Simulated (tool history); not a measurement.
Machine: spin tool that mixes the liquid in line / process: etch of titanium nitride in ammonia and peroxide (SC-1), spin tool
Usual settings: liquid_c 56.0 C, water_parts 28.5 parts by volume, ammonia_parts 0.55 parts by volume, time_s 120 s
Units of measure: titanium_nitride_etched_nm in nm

| run | hour | liquid_c | water_parts | ammonia_parts | time_s | read-back film thickness of the titanium nitride reference wafer, read on the same gauge (nm) | titanium_nitride_etched_nm |
|---|---|---|---|---|---|---|---|
| 1 | 0.0 | 56.0 | 28.5 | 0.55 | 120 | 119.97 | 9.21 |
| 2 | 23.1 | 56.0 | 28.5 | 0.55 | 80 | 120.03 | 6.20 |
| 3 | 52.8 | 56.0 | 28.5 | 0.30 | 175 | 119.97 | 11.99 |
| 4 | 72.1 | 56.0 | 28.5 | 0.55 | 120 | 120.02 | 9.14 |
|  | 85.6 | gauge calibrated |
| 5 | 94.7 | 56.0 | 17.5 | 0.55 | 120 | 120.03 | 12.12 |
| 6 | 129.5 | 51.5 | 28.5 | 0.55 | 120 | 119.99 | 6.71 |
|  | 143.3 | ammonia flow meter replaced |
| 7 | 154.5 | 56.0 | 28.5 | 0.55 | 70 | 119.94 | 5.31 |
| 8 | 167.0 | 56.0 | 22.0 | 0.55 | 120 | 119.95 | 10.68 |
| 9 | 185.3 | 56.0 | 28.5 | 0.65 | 120 | 120.00 | 9.34 |
| 10 | 215.0 | 56.0 | 28.5 | 0.55 | 120 | 120.01 | 9.07 |
| 11 | 235.8 | 56.0 | 34.0 | 0.55 | 120 | 119.95 | 8.23 |
| 12 | 249.8 | 56.0 | 35.0 | 0.55 | 120 | 119.98 | 8.15 |
| 13 | 265.2 | 56.0 | 16.0 | 0.65 | 120 | 120.01 | 13.06 |
| 14 | 287.5 | 63.0 | 18.5 | 0.70 | 175 | 120.00 | 27.91 |
|  | 301.2 | heated supply line repaired |
| 15 | 301.7 | 61.5 | 28.5 | 0.55 | 120 | 120.01 | 13.16 |
| 16 | 323.3 | 56.0 | 28.5 | 0.40 | 120 | 120.02 | 8.52 |
| 17 | 358.8 | 46.5 | 21.0 | 0.55 | 70 | 120.03 | 3.22 |
| 18 | 387.6 | 56.0 | 28.5 | 0.55 | 120 | 119.96 | 9.11 |
| 19 | 409.4 | 56.0 | 24.5 | 0.55 | 140 | 119.98 | 11.53 |
| 20 | 440.6 | 56.0 | 28.5 | 0.85 | 120 | 120.00 | 9.97 |
| 21 | 475.6 | 56.0 | 28.5 | 0.55 | 75 | 119.99 | 5.63 |
| 22 | 511.3 | 53.0 | 39.0 | 0.65 | 190 | 120.07 | 10.08 |
| 23 | 545.4 | 50.0 | 41.5 | 0.55 | 185 | 119.99 | 7.47 |

Each row is a separate what-if for the run after 23, all from the same tool condition, not one after another. Results?
| A | 545.9 | 56.0 | 28.5 | 0.55 | 120 | ? | ? |
| B | 545.9 | 56.0 | 28.5 | 0.30 | 85 | ? | ? |
| C | 545.9 | 56.0 | 28.5 | 0.65 | 55 | ? | ? |
| D | 545.9 | 63.0 | 28.5 | 0.55 | 120 | ? | ? |
| E | 545.9 | 56.0 | 33.0 | 0.55 | 120 | ? | ? |

| run | read-back film thickness of the titanium nitride reference wafer, read on the same gauge (nm) | titanium_nitride_etched_nm |
|---|---|---|
| A | 119.98 | 9.11 |
| B | 119.98 | 5.74 |
| C | 119.98 | 4.31 |
| D | 119.98 | 14.45 |
| E | 119.98 | 8.38 |
With the hidden condition removed and each run's random variation left untouched, the same runs would have given:
| run | titanium_nitride_etched_nm |
|---|---|
| A | 9.41 |
| B | 5.93 |
| C | 4.45 |
| D | 14.90 |
| E | 8.65 |

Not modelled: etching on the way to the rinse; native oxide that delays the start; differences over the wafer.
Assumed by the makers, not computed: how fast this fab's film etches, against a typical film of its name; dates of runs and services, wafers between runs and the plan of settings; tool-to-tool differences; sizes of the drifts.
